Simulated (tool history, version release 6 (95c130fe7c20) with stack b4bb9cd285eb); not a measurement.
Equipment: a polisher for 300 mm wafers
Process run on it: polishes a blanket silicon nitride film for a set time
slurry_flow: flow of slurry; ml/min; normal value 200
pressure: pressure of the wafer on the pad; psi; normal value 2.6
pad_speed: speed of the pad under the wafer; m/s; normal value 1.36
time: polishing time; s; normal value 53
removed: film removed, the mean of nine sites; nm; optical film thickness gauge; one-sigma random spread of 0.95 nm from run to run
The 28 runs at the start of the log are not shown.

run     day  slurry_flow  pressure  pad_speed  time  incoming thickness of the incoming film, nm  removed
 29  31.067          200       2.6       1.36    66                                        399.5     89.7
 30  32.212          220       2.6       0.94    53                                        400.3       54
     32.788  -- worn pad replaced by a new one
 31  32.808          200       1.8       1.36    66                                        407.2     78.1
 32  34.088          165       3.4       1.08    53                                        402.1     76.6
 33  34.783          200       2.6       1.36    53                                        402.3     78.2
 34  35.967          140       3.1       1.02    43                                        404.6     52.3
 35  37.425          220       2.6       1.36    53                                        405.6       76
 36  38.521          265       2.6       1.36    60                                        398.8     86.6
 37  39.375          200       2.2       1.82    53                                        402.3     84.6

Consider 4 possible next runs. They are alternatives, not a sequence: every one starts from the tool as it was left by run 37. What does each give?
  A  39.392          200       2.6       1.36    53                                        402.4        ?
  B  39.392          250       1.9       1.36    68                                        402.4        ?
  C  39.392          200       2.3       1.22    53                                        402.4        ?
  D  39.392          200       2.6       1.84    66                                        402.4        ?

run  removed
  A     72.9
  B     79.3
  C     61.9
  D    115.6
Without the tool's hidden state the same runs would have given:
run  removed
  A     79.1
  B     86.2
  C     67.2
  D    125.5
